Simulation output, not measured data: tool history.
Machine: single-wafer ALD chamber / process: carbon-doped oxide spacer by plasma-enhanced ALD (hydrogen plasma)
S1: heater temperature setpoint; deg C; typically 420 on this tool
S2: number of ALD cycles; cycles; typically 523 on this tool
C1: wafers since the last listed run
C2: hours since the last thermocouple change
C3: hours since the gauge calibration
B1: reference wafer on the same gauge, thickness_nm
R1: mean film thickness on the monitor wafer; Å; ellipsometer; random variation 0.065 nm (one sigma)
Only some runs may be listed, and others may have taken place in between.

run,hour,S1,S2,C1,C2,C3,B1,R1
1,0.0,428,489,0,1482.1,680.1,25.788,241.16
2,50.1,428,489,39,1532.2,730.2,25.791,241.26
3,79.4,428,489,23,1561.5,759.5,25.809,241.22
4,107.6,420,523,22,1589.7,787.7,25.784,263.20
5,229.2,420,523,95,1711.3,909.3,25.823,263.12
6,266.2,420,523,29,1748.3,946.3,25.801,262.51
7,305.1,420,523,30,1787.2,985.2,25.805,263.88
8,331.5,420,523,20,1813.6,1011.6,25.792,263.38
9,365.9,420,598,27,1848.0,1046.0,25.776,300.60
10,394.6,420,598,22,1876.7,1074.7,25.799,300.50
# hour 418.3: gauge calibrated
11,452.1,420,598,45,1934.2,33.8,25.816,301.09
12,521.9,407,491,54,2004.0,103.6,25.826,256.74
13,590.1,429,464,53,2072.2,171.8,25.802,227.86
14,615.9,406,523,20,2098.0,197.6,25.815,274.09

What will run 15 give?
15,676.8,420,606,47,2158.9,258.5,?,?

{"run 15": {"B1": 25.815, "R1": 304.89}}
With no hidden state in the tool, this same run would have given R1 300.06 Å.
